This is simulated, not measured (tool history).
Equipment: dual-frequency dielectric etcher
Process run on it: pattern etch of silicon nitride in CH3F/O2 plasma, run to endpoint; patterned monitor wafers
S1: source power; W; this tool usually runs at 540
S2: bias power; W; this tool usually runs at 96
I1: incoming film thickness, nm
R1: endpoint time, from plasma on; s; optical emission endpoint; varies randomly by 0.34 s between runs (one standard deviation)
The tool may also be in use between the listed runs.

Run 1, hour 0.0: usual settings but S1 440 W, S2 106 W; I1 103.3. Result: R1 110.8 s.
Run 2, hour 41.2: usual settings but S1 440 W, S2 106 W; I1 102.5. Result: R1 110.2 s.
Run 3, hour 98.6: usual settings but S1 580 W; I1 103.8. Result: R1 105.1 s.
At hour 126.5: wet clean of the chamber.
Run 4, hour 133.4: usual settings; I1 102.7. Result: R1 104.4 s.
Run 5, hour 191.1: usual settings but S1 590 W; I1 103.3. Result: R1 103.3 s.
Run 6, hour 238.6: usual settings but S1 590 W; I1 104.0. Result: R1 103.5 s.
Run 7, hour 264.4: usual settings but S1 590 W; I1 104.4. Result: R1 104.7 s.
Run 8, hour 327.5: usual settings; I1 104.0. Result: R1 107.6 s.
Run 9, hour 353.6: usual settings; I1 104.5. Result: R1 108.0 s.
Run 10, hour 384.2: usual settings but S1 650 W; I1 103.3. Result: R1 101.0 s.
At hour 446.9: wet clean of the chamber.
Run 11, hour 447.7: usual settings but S1 650 W; I1 103.1. Result: R1 99.0 s.
Run 12, hour 494.1: usual settings; I1 103.5. Result: R1 105.3 s.
Run 13, hour 560.9: usual settings; I1 102.0. Result: R1 104.7 s.
Run 14, hour 596.5: usual settings but S1 500 W; I1 102.8. Result: R1 109.0 s.
Run 15, hour 646.9: usual settings but S1 410 W, S2 105 W; I1 103.6. Result: R1 114.2 s.
Run 16, hour 684.4: usual settings; I1 102.5. Result: R1 106.3 s.
Run 17, hour 708.8: usual settings; I1 104.3. Result: R1 108.3 s.
At hour 765.8: wet clean of the chamber.
Run 18, hour 766.3: usual settings but S1 670 W, S2 86 W; I1 104.8. Result: R1 102.4 s.
At hour 792.0: upper electrode replaced, of another model than before.
Run 19, hour 941.3: usual settings but S1 460 W, S2 102 W; I1 103.9. Result: R1 109.8 s.
Run 20, hour 1005.6: usual settings but S1 430 W; I1 102.2. Result: R1 111.2 s.
Run 21, hour 1036.9: usual settings but S1 420 W, S2 110 W; I1 102.9. Result: R1 110.3 s.
At hour 1046.2: source power generator calibrated.
Run 22, hour 1084.9: usual settings; I1 103.9. Result: R1 108.4 s.
At hour 1133.1: bias power generator calibrated.
Run 23, hour 1134.0: usual settings; I1 103.5. Result: R1 108.4 s.
At hour 1179.3: wet clean of the chamber.
Run 24, hour 1190.3: usual settings; I1 102.2. Result: R1 103.8 s.
Run 25, hour 1365.7: usual settings but S1 400 W, S2 115 W; I1 103.2. Result: R1 109.3 s.
Run 26, hour 1390.9: usual settings but S1 480 W, S2 77 W; I1 104.0. Result: R1 114.3 s.
Run 27, hour 1431.7: usual settings but S1 400 W, S2 84 W; I1 103.2. Result: R1 116.1 s.

Give the tool's hidden conditions for every run:
source power that arrives over what is set, %: 0 on each run
bias power that arrives over what is set, %: 0 on each run
H1: etch rate over this chamber's usual, %
run      H1
  1   -1.48
  2   -1.79
  3   -2.21
  4  -0.171
  5  -0.594
  6  -0.943
  7   -1.13
  8   -1.59
  9   -1.79
 10   -2.01
 11  -0.281
 12  -0.622
 13   -1.11
 14   -1.37
 15   -1.74
 16   -2.02
 17    -2.2
 18  -0.411
 19   -1.69
 20   -2.17
 21    -2.4
 22   -2.75
 23   -3.11
 24  -0.258
 25   -1.54
 26   -1.73
 27   -2.03
